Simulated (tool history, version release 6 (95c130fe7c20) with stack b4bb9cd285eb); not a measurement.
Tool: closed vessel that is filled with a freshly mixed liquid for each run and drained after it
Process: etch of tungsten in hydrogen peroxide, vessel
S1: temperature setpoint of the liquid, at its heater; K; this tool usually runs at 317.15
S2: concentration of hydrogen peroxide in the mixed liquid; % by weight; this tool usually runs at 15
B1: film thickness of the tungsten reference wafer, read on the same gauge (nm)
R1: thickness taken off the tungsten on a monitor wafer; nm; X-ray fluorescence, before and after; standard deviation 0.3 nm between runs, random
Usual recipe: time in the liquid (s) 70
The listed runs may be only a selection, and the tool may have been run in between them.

{"run": 1, "hour": 0.0, "S1": 317.15, "S2": 15, "time in the liquid (s)": 70, "B1": 70.04, "R1": 39.92}
{"run": 2, "hour": 37.0, "S1": 317.15, "S2": 15, "time in the liquid (s)": 70, "B1": 69.96, "R1": 39.84}
{"run": 3, "hour": 141.3, "S1": 314.15, "S2": 15, "time in the liquid (s)": 70, "B1": 70, "R1": 33.31}
{"run": 4, "hour": 219.7, "S1": 314.15, "S2": 15, "time in the liquid (s)": 70, "B1": 69.99, "R1": 33.26}
{"run": 5, "hour": 301.2, "S1": 317.15, "S2": 15, "time in the liquid (s)": 90, "B1": 70, "R1": 52.21}
{"run": 6, "hour": 350.9, "S1": 317.15, "S2": 15, "time in the liquid (s)": 90, "B1": 70, "R1": 52.48}
{"run": 7, "hour": 401.2, "S1": 310.15, "S2": 15, "time in the liquid (s)": 70, "B1": 70.01, "R1": 25.77}
{"hour": 415.1, "done": "peroxide flow meter replaced"}
{"hour": 457.1, "done": "gauge calibrated"}
{"run": 8, "hour": 482.2, "S1": 310.15, "S2": 15, "time in the liquid (s)": 70, "B1": 70.01, "R1": 25.55}
{"hour": 541.4, "done": "thermometer replaced"}
{"run": 9, "hour": 551.0, "S1": 311.65, "S2": 15, "time in the liquid (s)": 70, "B1": 70.03, "R1": 27.74}
{"run": 10, "hour": 602.8, "S1": 317.15, "S2": 15, "time in the liquid (s)": 70, "B1": 70, "R1": 39.5}
{"hour": 611.6, "done": "new drum of peroxide connected"}
{"run": 11, "hour": 644.6, "S1": 317.15, "S2": 15, "time in the liquid (s)": 70, "B1": 70, "R1": 40.18}
{"run": 12, "hour": 725.3, "S1": 317.15, "S2": 15, "time in the liquid (s)": 70, "B1": 69.99, "R1": 40.26}
{"run": 13, "hour": 783.7, "S1": 317.15, "S2": 15, "time in the liquid (s)": 105, "B1": 70.01, "R1": 59.6}
{"run": 14, "hour": 831.9, "S1": 317.15, "S2": 12, "time in the liquid (s)": 55, "B1": 70, "R1": 27.93}
{"run": 15, "hour": 871.5, "S1": 312.15, "S2": 12, "time in the liquid (s)": 90, "B1": 69.98, "R1": 33.59}
{"run": 16, "hour": 926.4, "S1": 317.15, "S2": 15, "time in the liquid (s)": 95, "B1": 69.97, "R1": 54.15}
{"run": 17, "hour": 1023.5, "S1": 311.15, "S2": 15, "time in the liquid (s)": 70, "B1": 70.02, "R1": 27.43}
{"run": 18, "hour": 1124.8, "S1": 323.65, "S2": 18.5, "time in the liquid (s)": 35, "B1": 69.99, "R1": 33.69}

Table of differences, measured result less the result of that run with no hidden state. Run-to-run variation is the same in both. Gauge scatter possibly is not:
Unlogged tool condition in this case: liquid hotter than its thermometer reads (K); peroxide flow below the setpoint (%); peroxide weaker than its label (%); gauge reads high (%).
run=1 R1=+0.58
run=2 R1=+0.63
run=3 R1=+0.64
run=4 R1=+0.7
run=5 R1=+1.21
run=6 R1=+1.31
run=7 R1=+0.71
run=8 R1=+0.77
run=9 R1=+0.09
run=10 R1=+0.2
run=11 R1=+0.25
run=12 R1=+0.36
run=13 R1=+0.6
run=14 R1=+0.34
run=15 R1=+0.43
run=16 R1=+0.79
run=17 R1=+0.5
run=18 R1=+0.67

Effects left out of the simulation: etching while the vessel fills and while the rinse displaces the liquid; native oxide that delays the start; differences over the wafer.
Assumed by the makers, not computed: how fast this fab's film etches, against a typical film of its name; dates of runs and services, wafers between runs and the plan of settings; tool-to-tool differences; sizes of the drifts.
